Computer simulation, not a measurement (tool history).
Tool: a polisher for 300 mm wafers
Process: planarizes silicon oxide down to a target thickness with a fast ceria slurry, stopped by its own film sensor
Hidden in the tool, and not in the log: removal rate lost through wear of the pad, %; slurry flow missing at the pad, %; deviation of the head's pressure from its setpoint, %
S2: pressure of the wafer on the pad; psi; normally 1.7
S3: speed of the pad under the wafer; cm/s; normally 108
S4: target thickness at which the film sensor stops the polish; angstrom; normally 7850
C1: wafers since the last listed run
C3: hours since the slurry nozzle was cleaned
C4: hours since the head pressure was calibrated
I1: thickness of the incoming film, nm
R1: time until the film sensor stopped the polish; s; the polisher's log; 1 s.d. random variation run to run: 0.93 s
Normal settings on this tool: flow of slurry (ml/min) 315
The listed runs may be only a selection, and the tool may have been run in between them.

Run 1, day 0: usual settings but S2 1.3 psi; C1 0; wafers polished on this pad 2693; C3 132.8; C4 879; I1 1435.7. Result: R1 94.3 s.
Run 2, day 3.646: usual settings; C1 869; wafers polished on this pad 3563; C3 220.3; C4 966.5; I1 1403.5. Result: R1 78.7 s.
Run 3, day 6.4: usual settings; C1 657; wafers polished on this pad 4220; C3 286.4; C4 1032.6; I1 1416.8. Result: R1 80.6 s.
At day 10.292: worn pad replaced by a new one.
Run 4, day 10.542: usual settings; C1 948; wafers polished on this pad 59; C3 385.8; C4 1132; I1 1417. Result: R1 70.1 s.
At day 12.05: head pressure recalibrated.
Run 5, day 14.358: usual settings but S4 7380 angstrom; C1 890; wafers polished on this pad 950; C3 477.4; C4 55.4; I1 1408.4. Result: R1 80.4 s.
Run 6, day 16.942: usual settings but S4 7380 angstrom; C1 616; wafers polished on this pad 1566; C3 539.4; C4 117.4; I1 1395.3. Result: R1 81.2 s.
At day 19.621: slurry nozzle cleaned.
Run 7, day 21.108: usual settings but S4 7380 angstrom; C1 984; wafers polished on this pad 2551; C3 35.7; C4 217.4; I1 1390.8. Result: R1 81.4 s.
Run 8, day 23.879: usual settings; C1 661; wafers polished on this pad 3212; C3 102.2; C4 283.9; I1 1435.1. Result: R1 81.4 s.
At day 27.746: worn pad replaced by a new one.
Run 9, day 27.775: usual settings; C1 889; wafers polished on this pad 6; C3 195.7; C4 377.4; I1 1415.9. Result: R1 71.3 s.
Run 10, day 31.896: usual settings; C1 983; wafers polished on this pad 990; C3 294.6; C4 476.3; I1 1406.2. Result: R1 75.1 s.
Run 11, day 36.204: usual settings; C1 1028; wafers polished on this pad 2018; C3 398; C4 579.7; I1 1404.7. Result: R1 76.6 s.
Run 12, day 40.571: usual settings; C1 1041; wafers polished on this pad 3059; C3 502.8; C4 684.5; I1 1407.6. Result: R1 78.6 s.
Run 13, day 42.429: usual settings; C1 443; wafers polished on this pad 3503; C3 547.4; C4 729.1; I1 1413.8. Result: R1 80.2 s.
Run 14, day 44.525: usual settings but flow of slurry (ml/min) 365; C1 500; wafers polished on this pad 4003; C3 597.7; C4 779.4; I1 1394.1. Result: R1 77.9 s.
At day 45.375: slurry nozzle cleaned.
At day 47.208: worn pad replaced by a new one.
Run 15, day 48.208: usual settings but flow of slurry (ml/min) 365; C1 829; wafers polished on this pad 238; C3 68; C4 867.8; I1 1436. Result: R1 74.1 s.
Run 16, day 51.308: usual settings but flow of slurry (ml/min) 250, S2 2.1 psi, S3 72 cm/s, S4 6780 angstrom; C1 739; wafers polished on this pad 978; C3 142.4; C4 942.2; I1 1428.6. Result: R1 121.2 s.
Run 17, day 54.825: usual settings; C1 839; wafers polished on this pad 1817; C3 226.8; C4 1026.6; I1 1417.9. Result: R1 78.3 s.
Run 18, day 58.792: usual settings but flow of slurry (ml/min) 385, S4 6800 angstrom; C1 946; wafers polished on this pad 2763; C3 322; C4 1121.8; I1 1399. Result: R1 90.7 s.
At day 66.175: head pressure recalibrated.
Run 19, day 66.496: usual settings but S3 72 cm/s, S4 8790 angstrom; C1 1818; wafers polished on this pad 4582; C3 506.9; C4 7.7; I1 1410.4. Result: R1 102.8 s.
At day 68.642: worn pad replaced by a new one.
Run 20, day 68.662: usual settings; C1 477; wafers polished on this pad 5; C3 558.9; C4 59.7; I1 1398. Result: R1 68.7 s.
At day 71.567: slurry nozzle cleaned.
Run 21, day 71.658: usual settings but flow of slurry (ml/min) 210; C1 704; wafers polished on this pad 709; C3 2.2; C4 131.6; I1 1414.6. Result: R1 75.3 s.
Run 22, day 74.275: usual settings but flow of slurry (ml/min) 255, S3 90 cm/s, S4 9160 angstrom; C1 624; wafers polished on this pad 1334; C3 65; C4 194.4; I1 1402.9. Result: R1 71.1 s.
Run 23, day 77.233: usual settings but flow of slurry (ml/min) 250; C1 705; wafers polished on this pad 2040; C3 136; C4 265.4; I1 1431.3. Result: R1 79 s.
Run 24, day 81.429: usual settings but S4 9120 angstrom; C1 1001; wafers polished on this pad 3041; C3 236.7; C4 366.1; I1 1398.7. Result: R1 62 s.
Run 25, day 85.288: usual settings but S2 1.2 psi; C1 920; wafers polished on this pad 3962; C3 329.3; C4 458.7; I1 1414.5. Result: R1 96.3 s.
Run 26, day 87.396: usual settings; C1 503; wafers polished on this pad 4465; C3 379.9; C4 509.3; I1 1405.2. Result: R1 78.1 s.
At day 87.9: worn pad replaced by a new one.
Run 27, day 90.979: usual settings but flow of slurry (ml/min) 420, S2 1.9 psi, S3 96 cm/s, S4 9010 angstrom; C1 815; wafers polished on this pad 734; C3 465.9; C4 595.3; I1 1413.6. Result: R1 63.4 s.
At day 91.971: slurry nozzle cleaned.
Run 28, day 94.367: usual settings but flow of slurry (ml/min) 270, S2 2.1 psi, S3 140 cm/s, S4 6910 angstrom; C1 798; wafers polished on this pad 1533; C3 57.5; C4 676.6; I1 1434.5. Result: R1 63.5 s.
Run 29, day 96.312: usual settings but S2 2.2 psi, S3 96 cm/s; C1 464; wafers polished on this pad 1997; C3 104.2; C4 723.3; I1 1424.3. Result: R1 78.2 s.
Run 30, day 99.192: usual settings but flow of slurry (ml/min) 250; C1 687; wafers polished on this pad 2684; C3 173.3; C4 792.4; I1 1412.7. Result: R1 80.5 s.

Below, some changes in R1 between adjacent runs. For each, the amount present without the hidden state too (settings, incoming material, random variation) and the amount remaining for the hidden state with gauge scatter not shared by both compared results:
Run 3 -> 4: worn pad replaced by a new one. R1 -10.5 s: hidden state -9.7, all else -0.8.
Run 14 -> 15: slurry nozzle cleaned, worn pad replaced by a new one. R1 -3.8 s: hidden state -7.8, all else +4.
Run 15 -> 16: flow of slurry (ml/min) 365 -> 250, S2 1.7 -> 2.1, S3 108 -> 72, S4 7850 -> 6780. R1 +47.1 s: hidden state +6.8, all else +40.3.
Run 16 -> 17: flow of slurry (ml/min) 250 -> 315, S2 2.1 -> 1.7, S3 72 -> 108, S4 6780 -> 7850. R1 -42.9 s: hidden state -1.2, all else -41.7.
Run 19 -> 20: S3 72 -> 108, S4 8790 -> 7850, worn pad replaced by a new one. R1 -34.1 s: hidden state -14.3, all else -19.8.
Run 24 -> 25: S2 1.7 -> 1.2, S4 9120 -> 7850. R1 +34.3 s: hidden state +4.6, all else +29.7.

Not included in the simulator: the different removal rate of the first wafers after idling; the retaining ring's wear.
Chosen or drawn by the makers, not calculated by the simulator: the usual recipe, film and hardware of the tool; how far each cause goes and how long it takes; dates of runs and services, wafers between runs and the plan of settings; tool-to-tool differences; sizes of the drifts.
